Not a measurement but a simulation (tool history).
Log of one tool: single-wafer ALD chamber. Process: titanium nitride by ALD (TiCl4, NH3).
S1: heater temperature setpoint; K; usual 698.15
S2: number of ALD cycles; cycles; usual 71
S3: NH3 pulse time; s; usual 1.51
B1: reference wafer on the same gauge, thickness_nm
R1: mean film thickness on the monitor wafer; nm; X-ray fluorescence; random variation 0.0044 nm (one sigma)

{"run": 1, "hour": 0.0, "S1": 698.15, "S2": 71, "S3": 1.77, "B1": 2.0, "R1": 1.766}
{"run": 2, "hour": 10.7, "S1": 698.15, "S2": 71, "S3": 1.77, "B1": 1.998, "R1": 1.758}
{"run": 3, "hour": 17.6, "S1": 698.15, "S2": 71, "S3": 1.77, "B1": 1.998, "R1": 1.757}
{"run": 4, "hour": 43.5, "S1": 698.15, "S2": 71, "S3": 1.51, "B1": 1.999, "R1": 1.761}
{"run": 5, "hour": 50.7, "S1": 698.15, "S2": 71, "S3": 1.51, "B1": 2.0, "R1": 1.759}
{"run": 6, "hour": 61.4, "S1": 698.15, "S2": 71, "S3": 1.51, "B1": 2.001, "R1": 1.752}
{"run": 7, "hour": 78.2, "S1": 698.15, "S2": 79, "S3": 1.51, "B1": 2.001, "R1": 1.96}
{"run": 8, "hour": 94.6, "S1": 698.15, "S2": 79, "S3": 1.51, "B1": 2.0, "R1": 1.966}
{"run": 9, "hour": 108.6, "S1": 698.15, "S2": 71, "S3": 1.51, "B1": 2.001, "R1": 1.76}
{"run": 10, "hour": 154.0, "S1": 698.15, "S2": 71, "S3": 1.51, "B1": 2.001, "R1": 1.763}
{"run": 11, "hour": 171.8, "S1": 698.15, "S2": 71, "S3": 1.51, "B1": 1.999, "R1": 1.759}
{"run": 12, "hour": 186.5, "S1": 698.15, "S2": 71, "S3": 1.51, "B1": 1.999, "R1": 1.759}
{"run": 13, "hour": 223.7, "S1": 698.15, "S2": 71, "S3": 1.51, "B1": 2.0, "R1": 1.756}
{"run": 14, "hour": 236.3, "S1": 698.15, "S2": 71, "S3": 1.51, "B1": 1.998, "R1": 1.761}
{"run": 15, "hour": 249.6, "S1": 698.15, "S2": 71, "S3": 1.51, "B1": 2.0, "R1": 1.756}
{"run": 16, "hour": 258.0, "S1": 698.15, "S2": 71, "S3": 1.51, "B1": 2.001, "R1": 1.757}
{"run": 17, "hour": 267.3, "S1": 698.15, "S2": 71, "S3": 1.51, "B1": 2.001, "R1": 1.752}
{"run": 18, "hour": 282.8, "S1": 698.15, "S2": 71, "S3": 1.51, "B1": 2.0, "R1": 1.759}
{"run": 19, "hour": 295.0, "S1": 698.15, "S2": 71, "S3": 1.51, "B1": 2.002, "R1": 1.761}
{"run": 20, "hour": 311.8, "S1": 698.15, "S2": 71, "S3": 1.88, "B1": 2.002, "R1": 1.777}
{"run": 21, "hour": 326.0, "S1": 704.15, "S2": 71, "S3": 1.51, "B1": 2.001, "R1": 1.757}
{"run": 22, "hour": 335.6, "S1": 706.15, "S2": 82, "S3": 1.34, "B1": 2.001, "R1": 2.028}
{"run": 23, "hour": 342.0, "S1": 698.15, "S2": 67, "S3": 1.51, "B1": 1.999, "R1": 1.663}
{"run": 24, "hour": 348.6, "S1": 692.15, "S2": 71, "S3": 2.04, "B1": 1.999, "R1": 1.772}
{"hour": 379.5, "done": "showerhead replaced"}
{"run": 25, "hour": 380.0, "S1": 698.15, "S2": 71, "S3": 1.91, "B1": 1.998, "R1": 1.768}
{"run": 26, "hour": 393.9, "S1": 698.15, "S2": 71, "S3": 2.03, "B1": 2.0, "R1": 1.772}
{"run": 27, "hour": 402.1, "S1": 692.15, "S2": 60, "S3": 1.51, "B1": 2.0, "R1": 1.483}
{"run": 28, "hour": 411.4, "S1": 686.15, "S2": 78, "S3": 1.35, "B1": 1.999, "R1": 1.918}
{"hour": 438.1, "done": "thermocouple changed; heater temperature recalibrated"}
{"hour": 447.6, "done": "gauge calibrated"}
{"run": 29, "hour": 448.6, "S1": 698.15, "S2": 71, "S3": 1.51, "B1": 2.001, "R1": 1.755}
{"run": 30, "hour": 458.7, "S1": 710.15, "S2": 75, "S3": 1.03, "B1": 2.0, "R1": 1.848}
{"run": 31, "hour": 467.8, "S1": 698.15, "S2": 85, "S3": 2.06, "B1": 1.999, "R1": 2.124}
{"run": 32, "hour": 483.5, "S1": 698.15, "S2": 66, "S3": 1.51, "B1": 2.0, "R1": 1.64}
{"run": 33, "hour": 496.3, "S1": 712.15, "S2": 67, "S3": 1.51, "B1": 1.998, "R1": 1.664}
{"run": 34, "hour": 512.6, "S1": 698.15, "S2": 71, "S3": 1.51, "B1": 1.998, "R1": 1.766}
{"run": 35, "hour": 528.2, "S1": 698.15, "S2": 71, "S3": 1.51, "B1": 1.999, "R1": 1.76}
{"run": 36, "hour": 535.9, "S1": 698.15, "S2": 76, "S3": 1.51, "B1": 1.999, "R1": 1.876}
{"run": 37, "hour": 550.4, "S1": 698.15, "S2": 71, "S3": 1.51, "B1": 2.0, "R1": 1.768}
{"run": 38, "hour": 557.3, "S1": 698.15, "S2": 81, "S3": 1.51, "B1": 1.999, "R1": 2.006}
{"run": 39, "hour": 567.2, "S1": 702.15, "S2": 71, "S3": 1.87, "B1": 2.0, "R1": 1.765}
{"run": 40, "hour": 582.1, "S1": 698.15, "S2": 60, "S3": 1.51, "B1": 2.001, "R1": 1.485}

What the log doesn't show, run by run:
wafer temperature above the value expected at the setpoint (K): 0 in every run
gauge reads high (%): 0 in every run

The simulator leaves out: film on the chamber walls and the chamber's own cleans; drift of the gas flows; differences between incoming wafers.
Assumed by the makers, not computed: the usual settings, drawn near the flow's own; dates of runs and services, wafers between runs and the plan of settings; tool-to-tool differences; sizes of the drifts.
